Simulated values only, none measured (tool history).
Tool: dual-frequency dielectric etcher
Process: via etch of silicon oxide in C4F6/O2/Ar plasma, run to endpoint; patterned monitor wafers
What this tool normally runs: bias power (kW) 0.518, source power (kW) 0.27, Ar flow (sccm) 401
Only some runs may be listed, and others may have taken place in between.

run   hour  bias power (kW)  source power (kW)  Ar flow (sccm)  incoming incoming film thickness, nm  endpoint time (s)
  1      0            0.518               0.27             457                                  79.6                 20
  2    7.8            0.518               0.27             457                                  79.5               19.7
  3   15.4            0.518               0.27             437                                    80               19.9
  4   26.3            0.518               0.27             437                                  80.1               19.9
  5   43.6            0.518               0.27             401                                    80               19.5
  6   53.5            0.518               0.27             401                                  79.9               19.5
      82.6  -- source power generator calibrated
        83  -- upper electrode replaced, of another model than before
      84.5  -- Ar flow controller replaced
  7     85            0.518               0.27             401                                    79               19.5
  8   85.3            0.518               0.27             401                                  80.6               19.7
  9   87.7            0.602               0.32             333                                  80.9               17.7
 10  127.8            0.645               0.31             447                                    80               17.7
 11  138.8            0.518               0.27             401                                  79.5               19.2
     197.8  -- wet clean of the chamber
 12  198.3            0.478               0.27             438                                  79.7               20.9
 13  199.5            0.475               0.27             401                                    80               20.8
 14  206.9            0.518               0.27             356                                  79.7               19.9
 15  215.1            0.518               0.27             440                                  80.1               20.6
 16    229            0.626               0.21             477                                  79.7               20.6
 17  235.3            0.518               0.27             462                                  80.2               20.6
     255.9  -- bias power generator calibrated
 18  256.4            0.423               0.34             401                                    80               20.2
 19  260.6            0.518               0.33             351                                  80.1                 19
 20  277.6            0.554               0.27             401                                  79.6               19.5
 21  326.7            0.518               0.27             452                                  79.6               20.3
 22  338.7            0.518               0.27             401                                  79.9                 20
 23  353.7            0.446               0.27             401                                  79.2               20.7
 24  363.9            0.587               0.24             437                                  80.4               20.2
 25  375.9            0.409               0.22             324                                  80.9               22.3
 26  383.2            0.518               0.27             401                                  79.6               19.8
 27  390.1            0.442                0.3             431                                  78.6                 20
 28  407.3            0.433               0.27             428                                  79.2               20.8
 29  424.3             0.63               0.27             485                                  80.6               19.3

A few steps of endpoint time (s) between consecutive runs. Split each: what settings, incoming material and random variation would produce without the hidden state, and what is left over for the hidden state, along with gauge scatter present in only one of the two compared results (measured, and without hidden state):
Hidden state at play: etch rate over this chamber's usual, %; bias power that arrives over what is set, %; source power that arrives over what is set, %; Ar flow that arrives over what is set, %.
Run 8 -> 9: bias power (kW) 0.518 -> 0.602, source power (kW) 0.27 -> 0.32, Ar flow (sccm) 401 -> 333. endpoint time (s) -2: hidden state +0.2, all else -2.2.
Run 11 -> 12: bias power (kW) 0.518 -> 0.478, Ar flow (sccm) 401 -> 438, wet clean of the chamber. endpoint time (s) +1.7: hidden state +0.7, all else +1.
Run 24 -> 25: bias power (kW) 0.587 -> 0.409, source power (kW) 0.24 -> 0.22, Ar flow (sccm) 437 -> 324. endpoint time (s) +2.1: hidden state -0.1, all else +2.2.
Run 25 -> 26: bias power (kW) 0.409 -> 0.518, source power (kW) 0.22 -> 0.27, Ar flow (sccm) 324 -> 401. endpoint time (s) -2.5: hidden state +0, all else -2.5.
